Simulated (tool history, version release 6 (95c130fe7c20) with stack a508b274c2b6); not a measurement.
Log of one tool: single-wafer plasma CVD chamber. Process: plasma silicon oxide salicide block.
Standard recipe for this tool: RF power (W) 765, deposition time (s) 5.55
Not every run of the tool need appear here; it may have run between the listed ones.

run	hour	RF power (W)	deposition time (s)	wafers since the last listed run	hours since the last RF generator calibration	hours since the showerhead was replaced	hours since the gauge calibration	read-back reference wafer on the same gauge, thickness_nm	mean film thickness on the monitor wafer (angstrom)
1	0	730	5.55	0	658.4	4941	599.8	47.674	532.26
2	12.5	765	5.55	179	670.9	4953.5	612.3	47.693	536.55
3	32.4	765	5.55	285	690.8	4973.4	632.2	47.628	536.48
4	46.4	765	5.55	200	704.8	4987.4	646.2	47.72	538.02
5	132	765	5.55	1227	790.4	5073	731.8	47.753	533.96
6	165.6	765	5.55	481	824	5106.6	765.4	47.746	537.38
7	179.5	765	5.55	199	837.9	5120.5	779.3	47.723	535.81
# hour 205: gauge calibrated
8	214.8	700	6.42	506	873.2	5155.8	9.8	47.717	603.87
9	249.6	765	5.55	499	908	5190.6	44.6	47.709	533.36
# hour 273.3: showerhead replaced
10	273.8	765	5.55	232	932.2	0.5	68.8	47.656	534.03
11	293.9	825	5.18	288	952.3	20.6	88.9	47.709	511.51
12	316.6	820	4.81	325	975	43.3	111.6	47.775	476.05

What does the tool deliver on the next run?
13	349.4	820	6.31	470	1007.8	76.1	144.4	?	?

read-back reference wafer on the same gauge, thickness_nm: 47.665
mean film thickness on the monitor wafer (angstrom): 619.49
Minus the tool's unlogged condition, the same run would have read mean film thickness on the monitor wafer (angstrom) 637.17.
